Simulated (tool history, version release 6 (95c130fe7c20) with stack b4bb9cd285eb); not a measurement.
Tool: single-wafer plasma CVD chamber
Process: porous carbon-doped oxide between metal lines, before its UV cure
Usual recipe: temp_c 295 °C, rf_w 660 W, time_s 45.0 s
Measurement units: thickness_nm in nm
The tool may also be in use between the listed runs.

run	day	temp_c	rf_w	time_s	wafers since the last listed run	hours since the last thermocouple change	hours since the last RF generator calibration	hours since the showerhead was replaced	hours since the gauge calibration	read-back reference wafer on the same gauge, thickness_nm	thickness_nm
1	0.000	305	660	45.0	0	396.8	2134.4	4228.2	564.4	312.159	282.619
2	1.429	305	660	45.0	446	431.1	2168.7	4262.5	598.7	311.983	282.713
3	3.800	295	660	45.0	740	488.0	2225.6	4319.4	655.6	311.823	295.837
4	5.158	295	660	45.0	424	520.6	2258.2	4352.0	688.2	311.534	296.883
5	6.612	300	660	45.0	454	555.5	2293.1	4386.9	723.1	312.135	288.457
6	8.104	300	660	45.0	465	591.3	2328.9	4422.7	758.9	311.801	289.127
7	8.783	300	660	45.0	212	607.6	2345.2	4439.0	775.2	312.436	289.645
8	9.317	295	705	45.0	166	620.4	2358.0	4451.8	788.0	311.663	308.649
9	10.529	295	660	45.0	378	649.5	2387.1	4480.9	817.1	311.917	296.025
# day 11.579: gauge calibrated
10	12.017	295	660	45.0	464	685.2	2422.8	4516.6	10.5	312.149	295.937
11	13.000	301	660	45.0	307	708.8	2446.4	4540.2	34.1	312.143	287.857
12	13.621	301	660	45.0	193	723.7	2461.3	4555.1	49.0	312.110	287.807
13	14.200	284	660	45.0	180	737.6	2475.2	4569.0	62.9	312.173	314.884
# day 15.783: showerhead replaced
14	15.804	295	660	45.0	396	776.1	2513.7	0.5	101.4	311.830	297.037
15	16.925	295	660	45.0	350	803.0	2540.6	27.4	128.3	311.948	295.954
# day 17.533: RF generator calibrated
16	18.358	285	660	45.0	343	837.4	19.8	61.8	162.7	311.838	303.175
17	19.196	307	660	45.0	261	857.5	39.9	81.9	182.8	311.832	269.953
# day 21.888: thermocouple changed; heater temperature recalibrated
18	21.954	281	785	51.5	757	1.6	106.1	148.1	249.0	311.510	395.514
19	22.733	295	660	53.1	243	20.3	124.8	166.8	267.7	311.731	337.121
# day 24.288: RF generator calibrated, repeated, since the last time left the tool worse
20	24.308	295	660	45.0	387	58.1	0.5	204.6	305.5	311.807	306.123
21	24.838	295	660	45.0	165	70.8	13.2	217.3	318.2	311.899	306.518
22	25.592	280	725	40.0	235	88.9	31.3	235.4	336.3	312.068	311.553
23	26.854	295	660	45.0	394	119.2	61.6	265.7	366.6	311.924	305.431
24	27.425	282	720	49.4	178	132.9	75.3	279.4	380.3	311.795	378.355
25	28.550	285	785	39.1	351	159.9	102.3	306.4	407.3	312.371	312.294
26	29.783	295	660	45.0	385	189.5	131.9	336.0	436.9	311.962	303.743
27	30.821	281	785	51.5	324	214.4	156.8	360.9	461.8	311.807	417.209
28	31.588	310	765	51.8	239	232.8	175.2	379.3	480.2	312.121	355.777
29	32.146	304	555	45.0	174	246.2	188.6	392.7	493.6	312.067	260.274
30	34.392	295	660	45.0	701	300.1	242.5	446.6	547.5	311.883	303.173
31	35.583	284	735	50.5	372	328.7	271.1	475.2	576.1	312.053	385.237
32	37.046	304	660	45.0	456	363.8	306.2	510.3	611.2	311.852	290.330
33	38.067	295	660	45.0	318	388.3	330.7	534.8	635.7	312.119	303.977
34	38.912	310	660	40.2	264	408.6	351.0	555.1	656.0	311.849	251.719
35	39.471	300	735	45.0	174	422.0	364.4	568.5	669.4	311.766	315.409

What differs in the tool's unlogged condition from the final listed run ahead of each entry between runs to the first listed run following it?
Runs 9 to 10: gauge calibrated (day 11.579)
  delivered RF power above the setpoint (%): -5.27 -> -5.28
  measured less the result without the state, thickness_nm: -10.325 -> -10.348 nm
Runs 13 to 14: showerhead replaced (day 15.783)
  delivered RF power above the setpoint (%): -5.3 -> -5.31
  measured less the result without the state, thickness_nm: -11.048 -> -10.447 nm
Runs 15 to 16: RF generator calibrated (day 17.533)
  delivered RF power above the setpoint (%): -5.32 -> -9.64
  measured less the result without the state, thickness_nm: -10.426 -> -20.134 nm
Runs 17 to 18: thermocouple changed; heater temperature recalibrated (day 21.888)
  delivered RF power above the setpoint (%): -9.76 -> -10.1
  measured less the result without the state, thickness_nm: -18.161 -> -27.299 nm
Runs 19 to 20: RF generator calibrated, repeated, since the last time left the tool worse (day 24.288)
  delivered RF power above the setpoint (%): -10.2 -> -0.407
  measured less the result without the state, thickness_nm: -23.839 -> -0.784 nm
